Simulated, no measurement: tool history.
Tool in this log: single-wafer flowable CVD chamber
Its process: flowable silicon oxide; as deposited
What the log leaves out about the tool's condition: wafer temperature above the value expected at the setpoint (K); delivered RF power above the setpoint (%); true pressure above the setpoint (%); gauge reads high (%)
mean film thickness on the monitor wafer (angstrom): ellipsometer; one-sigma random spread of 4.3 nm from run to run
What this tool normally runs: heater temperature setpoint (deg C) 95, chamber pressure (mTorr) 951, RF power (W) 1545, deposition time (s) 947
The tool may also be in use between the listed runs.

run	hour	heater temperature setpoint (deg C)	chamber pressure (mTorr)	RF power (W)	deposition time (s)	wafers since the last listed run	hours since the last thermocouple change	hours since the last RF generator calibration	hours since the last manometer calibration	hours since the showerhead was replaced	hours since the gauge calibration	read-back reference wafer on the same gauge, thickness_nm	mean film thickness on the monitor wafer (angstrom)
1	0.0	95	951	1545	947	0	1812.9	822.4	1608.4	34.5	395.0	709.438	8916.12
# hour 11.4: thermocouple changed; heater temperature recalibrated
2	15.8	95	951	1545	947	21	4.4	838.2	1624.2	50.3	410.8	711.015	8956.79
3	29.1	90	951	1545	1045	36	17.7	851.5	1637.5	63.6	424.1	710.572	11487.20
4	38.2	95	951	1545	947	24	26.8	860.6	1646.6	72.7	433.2	709.740	8925.88
5	45.0	95	951	1545	947	18	33.6	867.4	1653.4	79.5	440.0	709.643	9018.89
6	55.7	95	951	1545	947	29	44.3	878.1	1664.1	90.2	450.7	710.716	8921.84
# hour 65.8: RF generator calibrated
7	70.7	95	951	1545	947	19	59.3	4.9	1679.1	105.2	465.7	709.839	8926.30
8	79.4	83	951	1545	1087	23	68.0	13.6	1687.8	113.9	474.4	709.666	14464.80
9	88.9	104	951	1675	947	25	77.5	23.1	1697.3	123.4	483.9	710.438	6964.88
# hour 106.9: capacitance manometer re-zeroed and calibrated
10	107.4	95	951	1545	947	28	96.0	41.6	0.5	141.9	502.4	709.830	8209.60
11	107.9	95	951	1545	947	1	96.5	42.1	1.0	142.4	502.9	711.143	8354.19
12	116.0	84	951	1545	947	22	104.6	50.2	9.1	150.5	511.0	710.272	11276.47
13	123.7	95	1014	1680	947	21	112.3	57.9	16.8	158.2	518.7	709.477	8805.92
14	133.2	84	1012	1545	818	25	121.8	67.4	26.3	167.7	528.2	709.593	10324.70
15	150.5	95	951	1285	947	47	139.1	84.7	43.6	185.0	545.5	709.556	8029.68
16	158.0	95	758	1545	947	20	146.6	92.2	51.1	192.5	553.0	710.201	6986.85
17	171.2	101	860	1545	947	36	159.8	105.4	64.3	205.7	566.2	709.450	6383.12
# hour 186.0: gauge calibrated
18	214.9	95	744	1345	947	119	203.5	149.1	108.0	249.4	28.9	710.768	6796.02
19	231.7	95	817	1235	1007	45	220.3	165.9	124.8	266.2	45.7	710.506	7521.83
20	245.4	81	1017	1545	1072	37	234.0	179.6	138.5	279.9	59.4	709.878	14668.16
21	256.7	95	951	1545	947	30	245.3	190.9	149.8	291.2	70.7	710.886	8261.53
22	273.9	95	951	1310	947	46	262.5	208.1	167.0	308.4	87.9	709.713	8021.69

Expected results for the next run?
23	288.9	85	1042	1315	1078	40	277.5	223.1	182.0	323.4	102.9	?	?

Run 23 produced read-back reference wafer on the same gauge, thickness_nm 710.120, mean film thickness on the monitor wafer (angstrom) 13111.76.
The same run, on a tool lacking any hidden state, would have yielded mean film thickness on the monitor wafer (angstrom) 13190.50.

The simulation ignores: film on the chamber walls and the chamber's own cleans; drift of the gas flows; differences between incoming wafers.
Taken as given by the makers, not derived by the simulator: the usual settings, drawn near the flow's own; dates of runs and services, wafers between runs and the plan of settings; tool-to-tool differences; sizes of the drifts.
